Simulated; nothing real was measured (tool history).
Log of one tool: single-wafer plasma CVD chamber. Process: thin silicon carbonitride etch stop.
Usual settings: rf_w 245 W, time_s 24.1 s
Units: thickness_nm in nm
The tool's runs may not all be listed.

run	hour	rf_w	time_s	read-back reference wafer on the same gauge, thickness_nm	thickness_nm
1	0	270	27.1	15.898	16.677
2	53.9	245	24.1	15.9	14.369
3	131.6	245	24.1	15.898	14.352
4	195.9	245	24.1	15.904	14.324
5	295.3	205	24.1	15.9	13.517
6	397.5	205	24.1	15.896	13.569
7	500.6	205	24.1	15.903	13.525
8	608.2	225	24.1	15.901	13.968
9	689.9	225	24.1	15.899	13.942
# hour 710.8: gauge calibrated
10	775.5	230	24.1	15.899	14.029
# hour 843.6: showerhead replaced
11	874	245	24.1	15.902	14.332
# hour 901.4: RF generator calibrated
12	974	265	24.1	15.895	14.77
13	1019.2	245	24.1	15.897	14.389
14	1113.2	215	28.9	15.901	16.578
# hour 1171.9: thermocouple changed; heater temperature recalibrated
15	1211.7	230	21.6	15.896	12.621
16	1263.9	280	20.3	15.903	12.635
17	1320.7	195	20.1	15.901	11.118
18	1402.3	210	20.1	15.899	11.37
19	1468.8	220	28.8	15.9	16.59
20	1522.6	245	26.2	15.902	15.577
21	1598.9	275	20.1	15.902	12.41
22	1649.2	245	24.1	15.904	14.292
# hour 1717.4: gauge calibrated
23	1725.3	225	24.1	15.902	13.961

Some steps in thickness_nm between neighbouring runs. How much of each would the tool show without its hidden state too (settings, what came in, random variation), and how much is left for the hidden state, with any gauge scatter that isn't in both results?
The hidden state here: wafer temperature above the value expected at the setpoint (K); delivered RF power above the setpoint (%); gauge reads high (%).
Run 11 -> 12: rf_w 245 -> 265, RF generator calibrated. thickness_nm +0.438 nm: hidden state +0.077, all else +0.361.
Run 14 -> 15: rf_w 215 -> 230, time_s 28.9 -> 21.6, thermocouple changed; heater temperature recalibrated. thickness_nm -3.957 nm: hidden state +0.006, all else -3.963.
Run 18 -> 19: rf_w 210 -> 220, time_s 20.1 -> 28.8. thickness_nm +5.22 nm: hidden state -0.04, all else +5.26.
